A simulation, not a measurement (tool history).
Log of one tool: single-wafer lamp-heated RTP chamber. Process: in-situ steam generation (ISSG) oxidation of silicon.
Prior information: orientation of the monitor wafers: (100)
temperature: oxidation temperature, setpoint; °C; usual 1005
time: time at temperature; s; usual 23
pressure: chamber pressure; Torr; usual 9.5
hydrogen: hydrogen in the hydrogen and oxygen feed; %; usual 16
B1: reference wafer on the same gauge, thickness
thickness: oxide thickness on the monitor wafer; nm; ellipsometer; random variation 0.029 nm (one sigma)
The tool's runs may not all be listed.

{"run": 1, "hour": 0.0, "temperature": 1005, "time": 23, "pressure": 9.5, "hydrogen": 11, "B1": 5.885, "thickness": 4.934}
{"run": 2, "hour": 36.2, "temperature": 1005, "time": 20, "pressure": 9.5, "hydrogen": 16, "B1": 5.893, "thickness": 4.961}
{"run": 3, "hour": 106.4, "temperature": 1005, "time": 23, "pressure": 9.5, "hydrogen": 16, "B1": 5.892, "thickness": 5.484}
{"hour": 120.1, "done": "pyrometer window cleaned and pyrometer calibrated"}
{"run": 4, "hour": 158.6, "temperature": 1005, "time": 23, "pressure": 10.2, "hydrogen": 16, "B1": 5.887, "thickness": 5.147}
{"run": 5, "hour": 219.2, "temperature": 1005, "time": 23, "pressure": 10.2, "hydrogen": 16, "B1": 5.906, "thickness": 5.099}
{"run": 6, "hour": 247.3, "temperature": 1005, "time": 23, "pressure": 10.2, "hydrogen": 16, "B1": 5.876, "thickness": 5.166}
{"run": 7, "hour": 277.9, "temperature": 1005, "time": 23, "pressure": 9.5, "hydrogen": 16, "B1": 5.891, "thickness": 5.202}
{"hour": 308.0, "done": "hydrogen flow controller replaced"}
{"run": 8, "hour": 319.1, "temperature": 1005, "time": 23, "pressure": 9.5, "hydrogen": 16, "B1": 5.888, "thickness": 5.215}
{"run": 9, "hour": 360.0, "temperature": 1005, "time": 26, "pressure": 9.5, "hydrogen": 16, "B1": 5.876, "thickness": 5.559}
{"hour": 396.3, "done": "pressure gauge zeroed"}
{"run": 10, "hour": 424.8, "temperature": 1005, "time": 26, "pressure": 9.5, "hydrogen": 16, "B1": 5.885, "thickness": 5.627}
{"hour": 458.3, "done": "pyrometer window cleaned and pyrometer calibrated"}
{"run": 11, "hour": 458.8, "temperature": 1005, "time": 26, "pressure": 9.5, "hydrogen": 16, "B1": 5.899, "thickness": 5.473}
{"run": 12, "hour": 499.2, "temperature": 1005, "time": 23, "pressure": 9.5, "hydrogen": 20, "B1": 5.894, "thickness": 5.496}
{"run": 13, "hour": 523.4, "temperature": 1012, "time": 20, "pressure": 8.7, "hydrogen": 16, "B1": 5.885, "thickness": 5.074}
{"run": 14, "hour": 575.2, "temperature": 1020, "time": 16, "pressure": 8.5, "hydrogen": 16, "B1": 5.883, "thickness": 4.677}
{"run": 15, "hour": 612.3, "temperature": 1005, "time": 27, "pressure": 10.1, "hydrogen": 11, "B1": 5.892, "thickness": 5.174}
{"run": 16, "hour": 677.4, "temperature": 1005, "time": 29, "pressure": 8.0, "hydrogen": 16, "B1": 5.876, "thickness": 5.954}
{"run": 17, "hour": 722.4, "temperature": 1015, "time": 23, "pressure": 8.8, "hydrogen": 13, "B1": 5.886, "thickness": 5.366}
{"run": 18, "hour": 761.8, "temperature": 1005, "time": 17, "pressure": 9.5, "hydrogen": 16, "B1": 5.883, "thickness": 4.612}
{"run": 19, "hour": 788.3, "temperature": 992, "time": 15, "pressure": 9.5, "hydrogen": 11, "B1": 5.885, "thickness": 3.831}
{"hour": 810.7, "done": "pyrometer window cleaned and pyrometer calibrated"}
{"run": 20, "hour": 833.8, "temperature": 992, "time": 23, "pressure": 8.2, "hydrogen": 16, "B1": 5.896, "thickness": 4.959}
{"run": 21, "hour": 882.9, "temperature": 1005, "time": 23, "pressure": 9.5, "hydrogen": 16, "B1": 5.881, "thickness": 5.181}
{"run": 22, "hour": 926.2, "temperature": 993, "time": 26, "pressure": 9.0, "hydrogen": 16, "B1": 5.893, "thickness": 5.279}
{"hour": 971.7, "done": "gauge calibrated"}
{"run": 23, "hour": 1118.2, "temperature": 1005, "time": 31, "pressure": 9.5, "hydrogen": 16, "B1": 5.879, "thickness": 6.148}
{"run": 24, "hour": 1150.4, "temperature": 1016, "time": 26, "pressure": 10.2, "hydrogen": 11, "B1": 5.883, "thickness": 5.509}
{"run": 25, "hour": 1177.3, "temperature": 1018, "time": 23, "pressure": 9.5, "hydrogen": 16, "B1": 5.883, "thickness": 5.7}
{"hour": 1223.9, "done": "pyrometer window cleaned and pyrometer calibrated"}
{"run": 26, "hour": 1248.1, "temperature": 1005, "time": 23, "pressure": 9.5, "hydrogen": 16, "B1": 5.889, "thickness": 5.13}
{"run": 27, "hour": 1283.8, "temperature": 1005, "time": 23, "pressure": 9.1, "hydrogen": 16, "B1": 5.894, "thickness": 5.193}
{"run": 28, "hour": 1350.5, "temperature": 1020, "time": 15, "pressure": 8.8, "hydrogen": 20, "B1": 5.873, "thickness": 4.778}
{"run": 29, "hour": 1559.9, "temperature": 1005, "time": 23, "pressure": 9.5, "hydrogen": 20, "B1": 5.893, "thickness": 5.576}
{"hour": 1600.8, "done": "pyrometer window cleaned and pyrometer calibrated"}
{"run": 30, "hour": 1608.4, "temperature": 1005, "time": 23, "pressure": 8.4, "hydrogen": 16, "B1": 5.895, "thickness": 5.158}

Predict each of these 5 candidate next runs independently; none follows another, all start after run 30:
{"run": "A", "hour": 1608.8, "temperature": 1005, "time": 23, "pressure": 9.5, "hydrogen": 16, "B1": "?", "thickness": "?"}
{"run": "B", "hour": 1608.8, "temperature": 1005, "time": 14, "pressure": 8.4, "hydrogen": 16, "B1": "?", "thickness": "?"}
{"run": "C", "hour": 1608.8, "temperature": 1010, "time": 27, "pressure": 8.6, "hydrogen": 16, "B1": "?", "thickness": "?"}
{"run": "D", "hour": 1608.8, "temperature": 1005, "time": 23, "pressure": 9.9, "hydrogen": 22, "B1": "?", "thickness": "?"}
{"run": "E", "hour": 1608.8, "temperature": 996, "time": 23, "pressure": 9.5, "hydrogen": 16, "B1": "?", "thickness": "?"}

run=A B1=5.891 thickness=5.191
run=B B1=5.891 thickness=4.147
run=C B1=5.891 thickness=5.801
run=D B1=5.891 thickness=5.514
run=E B1=5.891 thickness=4.995
Without the tool's hidden state the same runs would have given:
run=A thickness=5.167
run=B thickness=4.131
run=C thickness=5.773
run=D thickness=5.489
run=E thickness=4.974

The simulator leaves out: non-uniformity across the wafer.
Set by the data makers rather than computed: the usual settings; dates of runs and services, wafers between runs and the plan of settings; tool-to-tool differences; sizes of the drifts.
